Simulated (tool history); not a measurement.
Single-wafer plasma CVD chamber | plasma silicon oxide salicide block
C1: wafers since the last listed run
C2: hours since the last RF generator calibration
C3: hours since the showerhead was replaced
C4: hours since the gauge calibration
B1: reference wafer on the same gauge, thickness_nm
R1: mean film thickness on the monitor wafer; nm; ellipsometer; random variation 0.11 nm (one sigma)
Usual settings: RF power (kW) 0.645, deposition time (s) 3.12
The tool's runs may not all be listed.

Run 1, hour 0: usual settings but deposition time (s) 3.26; C1 0; C2 290.4; C3 5002.9; C4 1491.9; B1 32.35. Result: R1 31.56 nm.
Run 2, hour 53.2: usual settings but deposition time (s) 3.26; C1 1630; C2 343.6; C3 5056.1; C4 1545.1; B1 32.326. Result: R1 31.554 nm.
Run 3, hour 84.9: usual settings but deposition time (s) 3.26; C1 971; C2 375.3; C3 5087.8; C4 1576.8; B1 32.276. Result: R1 31.534 nm.
Run 4, hour 120.7: usual settings but deposition time (s) 3.28; C1 1097; C2 411.1; C3 5123.6; C4 1612.6; B1 32.287. Result: R1 31.711 nm.
Run 5, hour 300.8: usual settings but deposition time (s) 3.28; C1 5519; C2 591.2; C3 5303.7; C4 1792.7; B1 32.331. Result: R1 31.593 nm.
Run 6, hour 329.6: usual settings but deposition time (s) 3.28; C1 882; C2 620; C3 5332.5; C4 1821.5; B1 32.313. Result: R1 31.697 nm.
Run 7, hour 401: usual settings; C1 2188; C2 691.4; C3 5403.9; C4 1892.9; B1 32.294. Result: R1 29.986 nm.
Run 8, hour 449.4: usual settings but deposition time (s) 2.76; C1 1483; C2 739.8; C3 5452.3; C4 1941.3; B1 32.268. Result: R1 26.611 nm.
Run 9, hour 500.9: usual settings; C1 1578; C2 791.3; C3 5503.8; C4 1992.8; B1 32.291. Result: R1 30.009 nm.
Run 10, hour 569.2: usual settings but deposition time (s) 3.29; C1 2093; C2 859.6; C3 5572.1; C4 2061.1; B1 32.32. Result: R1 31.55 nm.
Run 11, hour 618.3: usual settings but RF power (kW) 0.735; C1 1504; C2 908.7; C3 5621.2; C4 2110.2; B1 32.313. Result: R1 31.487 nm.
Run 12, hour 661.5: usual settings but RF power (kW) 0.735; C1 1323; C2 951.9; C3 5664.4; C4 2153.4; B1 32.247. Result: R1 31.839 nm.
Run 13, hour 697.5: usual settings but RF power (kW) 0.735; C1 1103; C2 987.9; C3 5700.4; C4 2189.4; B1 32.287. Result: R1 31.459 nm.
Run 14, hour 722.4: usual settings; C1 763; C2 1012.8; C3 5725.3; C4 2214.3; B1 32.266. Result: R1 29.617 nm.
Run 15, hour 776.1: usual settings; C1 1645; C2 1066.5; C3 5779; C4 2268; B1 32.25. Result: R1 29.819 nm.
Run 16, hour 803.3: usual settings; C1 833; C2 1093.7; C3 5806.2; C4 2295.2; B1 32.374. Result: R1 29.788 nm.
Run 17, hour 870: usual settings; C1 2044; C2 1160.4; C3 5872.9; C4 2361.9; B1 32.362. Result: R1 29.735 nm.
Run 18, hour 933.6: usual settings; C1 1949; C2 1224; C3 5936.5; C4 2425.5; B1 32.302. Result: R1 29.698 nm.
Run 19, hour 966.7: usual settings but RF power (kW) 0.7; C1 1014; C2 1257.1; C3 5969.6; C4 2458.6; B1 32.279. Result: R1 30.641 nm.
At hour 977.9: showerhead replaced.
Run 20, hour 1005.3: usual settings but RF power (kW) 0.7; C1 937; C2 1295.7; C3 27.4; C4 2497.2; B1 32.268. Result: R1 30.795 nm.
Run 21, hour 1073.5: usual settings but RF power (kW) 0.7; C1 2090; C2 1363.9; C3 95.6; C4 2565.4; B1 32.311. Result: R1 30.828 nm.
Run 22, hour 1264.2: usual settings but RF power (kW) 0.77, deposition time (s) 3.67; C1 5844; C2 1554.6; C3 286.3; C4 2756.1; B1 32.302. Result: R1 37.087 nm.
Run 23, hour 1295.5: usual settings; C1 959; C2 1585.9; C3 317.6; C4 2787.4; B1 32.281. Result: R1 29.289 nm.
Run 24, hour 1334.3: usual settings but RF power (kW) 0.77, deposition time (s) 2.55; C1 1189; C2 1624.7; C3 356.4; C4 2826.2; B1 32.232. Result: R1 26.088 nm.
At hour 1349: gauge calibrated.
Run 25, hour 1387.9: usual settings; C1 1642; C2 1678.3; C3 410; C4 38.9; B1 32.313. Result: R1 29.144 nm.
At hour 1453.5: RF generator calibrated.
Run 26, hour 1454: usual settings but RF power (kW) 0.58, deposition time (s) 3.59; C1 1780; C2 0.5; C3 476.1; C4 105; B1 32.284. Result: R1 32.976 nm.
Run 27, hour 1489.4: usual settings but RF power (kW) 0.545, deposition time (s) 2.88; C1 1084; C2 35.9; C3 511.5; C4 140.4; B1 32.266. Result: R1 26.07 nm.
Run 28, hour 1559.8: usual settings but RF power (kW) 0.525, deposition time (s) 3.6; C1 2157; C2 106.3; C3 581.9; C4 210.8; B1 32.297. Result: R1 31.611 nm.
Run 29, hour 1598.6: usual settings but RF power (kW) 0.685; C1 1189; C2 145.1; C3 620.7; C4 249.6; B1 32.309. Result: R1 31.021 nm.
Run 30, hour 1624.3: usual settings but RF power (kW) 0.55; C1 787; C2 170.8; C3 646.4; C4 275.3; B1 32.269. Result: R1 28.195 nm.
Run 31, hour 1687.1: usual settings but RF power (kW) 0.605, deposition time (s) 2.54; C1 1924; C2 233.6; C3 709.2; C4 338.1; B1 32.281. Result: R1 24.021 nm.
Run 32, hour 1733.9: usual settings; C1 1434; C2 280.4; C3 756; C4 384.9; B1 32.322. Result: R1 30.263 nm.
Run 33, hour 1797.2: usual settings but RF power (kW) 0.725, deposition time (s) 2.86; C1 1939; C2 343.7; C3 819.3; C4 448.2; B1 32.374. Result: R1 29.22 nm.
Run 34, hour 1833.9: usual settings but deposition time (s) 3.74; C1 1124; C2 380.4; C3 856; C4 484.9; B1 32.288. Result: R1 36.254 nm.
Run 35, hour 1892.9: usual settings but RF power (kW) 0.565, deposition time (s) 2.65; C1 1808; C2 439.4; C3 915; C4 543.9; B1 32.306. Result: R1 24.059 nm.
Run 36, hour 1954.6: usual settings but RF power (kW) 0.68, deposition time (s) 2.89; C1 1890; C2 501.1; C3 976.7; C4 605.6; B1 32.323. Result: R1 28.486 nm.
Run 37, hour 2013.5: usual settings but RF power (kW) 0.535; C1 1805; C2 560; C3 1035.6; C4 664.5; B1 32.296. Result: R1 27.605 nm.
Run 38, hour 2037.5: usual settings but deposition time (s) 2.92; C1 735; C2 584; C3 1059.6; C4 688.5; B1 32.346. Result: R1 28.048 nm.
Run 39, hour 2107.4: usual settings; C1 2142; C2 653.9; C3 1129.5; C4 758.4; B1 32.321. Result: R1 30.125 nm.
Run 40, hour 2139.1: usual settings but deposition time (s) 3.6; C1 971; C2 685.6; C3 1161.2; C4 790.1; B1 32.31. Result: R1 34.635 nm.
Run 41, hour 2180.9: usual settings but RF power (kW) 0.595, deposition time (s) 3.47; C1 1281; C2 727.4; C3 1203; C4 831.9; B1 32.332. Result: R1 32.142 nm.
Run 42, hour 2212.9: usual settings but RF power (kW) 0.74, deposition time (s) 2.84; C1 980; C2 759.4; C3 1235; C4 863.9; B1 32.298. Result: R1 28.968 nm.

Forecast each of these 3 alternatives for the next run:
Run A, hour 2213.3: usual settings; C1 12; C2 759.8; C3 1235.4; C4 864.3; B1 ?. Result: R1 ?.
Run B, hour 2213.3: usual settings but deposition time (s) 2.94; C1 12; C2 759.8; C3 1235.4; C4 864.3; B1 ?. Result: R1 ?.
Run C, hour 2213.3: usual settings but RF power (kW) 0.61, deposition time (s) 3.57; C1 12; C2 759.8; C3 1235.4; C4 864.3; B1 ?. Result: R1 ?.

run      B1      R1
  A  32.331  29.813
  B  32.331  28.093
  C  32.331  33.247
Without the tool's hidden state the same runs would have given:
run      R1
  A  30.379
  B  28.627
  C  33.879
